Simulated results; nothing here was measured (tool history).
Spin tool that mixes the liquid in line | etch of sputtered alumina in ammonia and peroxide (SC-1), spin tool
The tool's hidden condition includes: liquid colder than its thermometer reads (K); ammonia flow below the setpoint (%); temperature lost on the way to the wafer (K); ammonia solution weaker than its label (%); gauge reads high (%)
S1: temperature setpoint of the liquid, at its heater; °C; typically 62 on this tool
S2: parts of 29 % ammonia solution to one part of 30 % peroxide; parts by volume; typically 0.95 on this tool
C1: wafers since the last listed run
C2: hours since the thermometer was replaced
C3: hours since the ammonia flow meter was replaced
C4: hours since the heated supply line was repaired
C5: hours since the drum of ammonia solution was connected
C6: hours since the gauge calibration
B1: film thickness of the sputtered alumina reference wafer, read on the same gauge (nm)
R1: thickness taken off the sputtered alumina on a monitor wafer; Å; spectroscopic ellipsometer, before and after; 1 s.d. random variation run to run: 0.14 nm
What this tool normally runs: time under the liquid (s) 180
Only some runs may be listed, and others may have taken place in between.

{"run": 1, "day": 0.0, "S1": 62, "S2": 0.75, "time under the liquid (s)": 180, "C1": 0, "C2": 188.6, "C3": 14.9, "C4": 2512.4, "C5": 140.9, "C6": 211.1, "B1": 149.99, "R1": 216.9}
{"run": 2, "day": 3.783, "S1": 62, "S2": 0.75, "time under the liquid (s)": 180, "C1": 525, "C2": 279.4, "C3": 105.7, "C4": 2603.2, "C5": 231.7, "C6": 301.9, "B1": 150, "R1": 217.9}
{"run": 3, "day": 6.412, "S1": 64.5, "S2": 0.95, "time under the liquid (s)": 180, "C1": 365, "C2": 342.5, "C3": 168.8, "C4": 2666.3, "C5": 294.8, "C6": 365, "B1": 149.96, "R1": 248.7}
{"run": 4, "day": 7.933, "S1": 64.5, "S2": 0.95, "time under the liquid (s)": 180, "C1": 211, "C2": 379, "C3": 205.3, "C4": 2702.8, "C5": 331.3, "C6": 401.5, "B1": 150.01, "R1": 250.4}
{"run": 5, "day": 10.183, "S1": 64.5, "S2": 0.95, "time under the liquid (s)": 180, "C1": 312, "C2": 433, "C3": 259.3, "C4": 2756.8, "C5": 385.3, "C6": 455.5, "B1": 150.02, "R1": 247.4}
{"run": 6, "day": 12.554, "S1": 62, "S2": 0.95, "time under the liquid (s)": 180, "C1": 329, "C2": 489.9, "C3": 316.2, "C4": 2813.7, "C5": 442.2, "C6": 512.4, "B1": 150.02, "R1": 219}
{"run": 7, "day": 15.271, "S1": 65, "S2": 0.95, "time under the liquid (s)": 180, "C1": 377, "C2": 555.1, "C3": 381.4, "C4": 2878.9, "C5": 507.4, "C6": 577.6, "B1": 149.96, "R1": 253.3}
{"run": 8, "day": 16.871, "S1": 65, "S2": 0.95, "time under the liquid (s)": 180, "C1": 222, "C2": 593.5, "C3": 419.8, "C4": 2917.3, "C5": 545.8, "C6": 616, "B1": 150.03, "R1": 252.5}
{"day": 17.575, "done": "gauge calibrated"}
{"run": 9, "day": 18.567, "S1": 65, "S2": 0.95, "time under the liquid (s)": 180, "C1": 235, "C2": 634.2, "C3": 460.5, "C4": 2958, "C5": 586.5, "C6": 23.8, "B1": 149.94, "R1": 249.8}
{"day": 20.121, "done": "new drum of ammonia solution connected"}
{"day": 20.208, "done": "heated supply line repaired"}
{"run": 10, "day": 22.846, "S1": 62, "S2": 0.8, "time under the liquid (s)": 180, "C1": 583, "C2": 736.9, "C3": 563.2, "C4": 63.3, "C5": 65.4, "C6": 126.5, "B1": 150.02, "R1": 213.9}
{"day": 23.708, "done": "thermometer replaced"}
{"run": 11, "day": 25.846, "S1": 62, "S2": 0.95, "time under the liquid (s)": 180, "C1": 411, "C2": 51.3, "C3": 635.2, "C4": 135.3, "C5": 137.4, "C6": 198.5, "B1": 150, "R1": 206.5}

Estimate the outcome of run 12 from the log above:
{"day": 28.917, "done": "ammonia flow meter replaced"}
{"run": 12, "day": 29.567, "S1": 62, "S2": 0.95, "time under the liquid (s)": 180, "C1": 511, "C2": 140.6, "C3": 15.6, "C4": 224.6, "C5": 226.7, "C6": 287.8, "B1": "?", "R1": "?"}

For run 12 the tool returned B1 149.94, R1 204.8 Å.
Without the tool's hidden state the same run would have given R1 223.7 Å.
